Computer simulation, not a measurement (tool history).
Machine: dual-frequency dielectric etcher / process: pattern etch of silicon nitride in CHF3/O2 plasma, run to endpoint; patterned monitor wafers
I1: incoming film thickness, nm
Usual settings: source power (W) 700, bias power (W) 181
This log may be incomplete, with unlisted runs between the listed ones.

run 1 hour=0.0 | source_power_(W)=700 bias_power_(W)=181 | I1=68.9 | endpoint_time_(s)=40.9
-- hour=55.7 source power generator calibrated
-- hour=58.2 wet clean of the chamber
run 2 hour=100.4 | source_power_(W)=700 bias_power_(W)=181 | I1=70.2 | endpoint_time_(s)=42.7
run 3 hour=185.6 | source_power_(W)=700 bias_power_(W)=181 | I1=69.6 | endpoint_time_(s)=42.0
run 4 hour=289.5 | source_power_(W)=700 bias_power_(W)=166 | I1=69.6 | endpoint_time_(s)=43.8
run 5 hour=370.8 | source_power_(W)=700 bias_power_(W)=166 | I1=69.7 | endpoint_time_(s)=43.3
run 6 hour=454.8 | source_power_(W)=700 bias_power_(W)=166 | I1=69.7 | endpoint_time_(s)=43.1
-- hour=487.2 wet clean of the chamber
run 7 hour=556.1 | source_power_(W)=700 bias_power_(W)=181 | I1=68.6 | endpoint_time_(s)=39.7
run 8 hour=642.4 | source_power_(W)=700 bias_power_(W)=181 | I1=69.8 | endpoint_time_(s)=40.4
run 9 hour=692.2 | source_power_(W)=560 bias_power_(W)=181 | I1=69.5 | endpoint_time_(s)=43.0
-- hour=815.9 wet clean of the chamber, repeated, since the last time left the tool worse
run 10 hour=1008.0 | source_power_(W)=700 bias_power_(W)=198 | I1=69.4 | endpoint_time_(s)=40.3
run 11 hour=1100.4 | source_power_(W)=700 bias_power_(W)=198 | I1=69.4 | endpoint_time_(s)=40.1
run 12 hour=1150.4 | source_power_(W)=700 bias_power_(W)=181 | I1=68.7 | endpoint_time_(s)=40.5
run 13 hour=1234.6 | source_power_(W)=700 bias_power_(W)=181 | I1=69.3 | endpoint_time_(s)=41.2
-- hour=1253.4 bias power generator calibrated
-- hour=1267.0 wet clean of the chamber
run 14 hour=1335.2 | source_power_(W)=870 bias_power_(W)=181 | I1=69.3 | endpoint_time_(s)=39.2
-- hour=1404.0 upper electrode replaced
run 15 hour=1426.6 | source_power_(W)=700 bias_power_(W)=167 | I1=69.8 | endpoint_time_(s)=43.4
run 16 hour=1489.1 | source_power_(W)=830 bias_power_(W)=225 | I1=70.2 | endpoint_time_(s)=36.7
-- hour=1575.3 source power generator calibrated
run 17 hour=1575.8 | source_power_(W)=610 bias_power_(W)=181 | I1=69.0 | endpoint_time_(s)=42.6
run 18 hour=1656.0 | source_power_(W)=700 bias_power_(W)=181 | I1=68.5 | endpoint_time_(s)=40.4
-- hour=1700.6 wet clean of the chamber
run 19 hour=1749.2 | source_power_(W)=540 bias_power_(W)=181 | I1=69.1 | endpoint_time_(s)=45.1
run 20 hour=1814.7 | source_power_(W)=700 bias_power_(W)=207 | I1=70.1 | endpoint_time_(s)=40.6
run 21 hour=1890.1 | source_power_(W)=540 bias_power_(W)=216 | I1=69.3 | endpoint_time_(s)=41.7
run 22 hour=1934.7 | source_power_(W)=630 bias_power_(W)=199 | I1=69.1 | endpoint_time_(s)=41.2
run 23 hour=2039.2 | source_power_(W)=820 bias_power_(W)=146 | I1=69.6 | endpoint_time_(s)=43.2
-- hour=2127.1 wet clean of the chamber
run 24 hour=2152.5 | source_power_(W)=860 bias_power_(W)=206 | I1=69.1 | endpoint_time_(s)=37.6
run 25 hour=2257.3 | source_power_(W)=590 bias_power_(W)=207 | I1=69.0 | endpoint_time_(s)=41.4
run 26 hour=2363.0 | source_power_(W)=700 bias_power_(W)=181 | I1=69.4 | endpoint_time_(s)=41.7

Each row is a separate what-if for the run after 26, all from the same tool condition, not one after another. Results?
run A hour=2363.4 | source_power_(W)=700 bias_power_(W)=181 | I1=69.7 | endpoint_time_(s)=?
run B hour=2363.4 | source_power_(W)=850 bias_power_(W)=139 | I1=69.7 | endpoint_time_(s)=?
run C hour=2363.4 | source_power_(W)=620 bias_power_(W)=181 | I1=69.7 | endpoint_time_(s)=?

run=A endpoint_time_(s)=41.8
run=B endpoint_time_(s)=43.9
run=C endpoint_time_(s)=43.3
Had the tool no hidden state, the same runs would have come out as:
run=A endpoint_time_(s)=42.5
run=B endpoint_time_(s)=44.5
run=C endpoint_time_(s)=43.9

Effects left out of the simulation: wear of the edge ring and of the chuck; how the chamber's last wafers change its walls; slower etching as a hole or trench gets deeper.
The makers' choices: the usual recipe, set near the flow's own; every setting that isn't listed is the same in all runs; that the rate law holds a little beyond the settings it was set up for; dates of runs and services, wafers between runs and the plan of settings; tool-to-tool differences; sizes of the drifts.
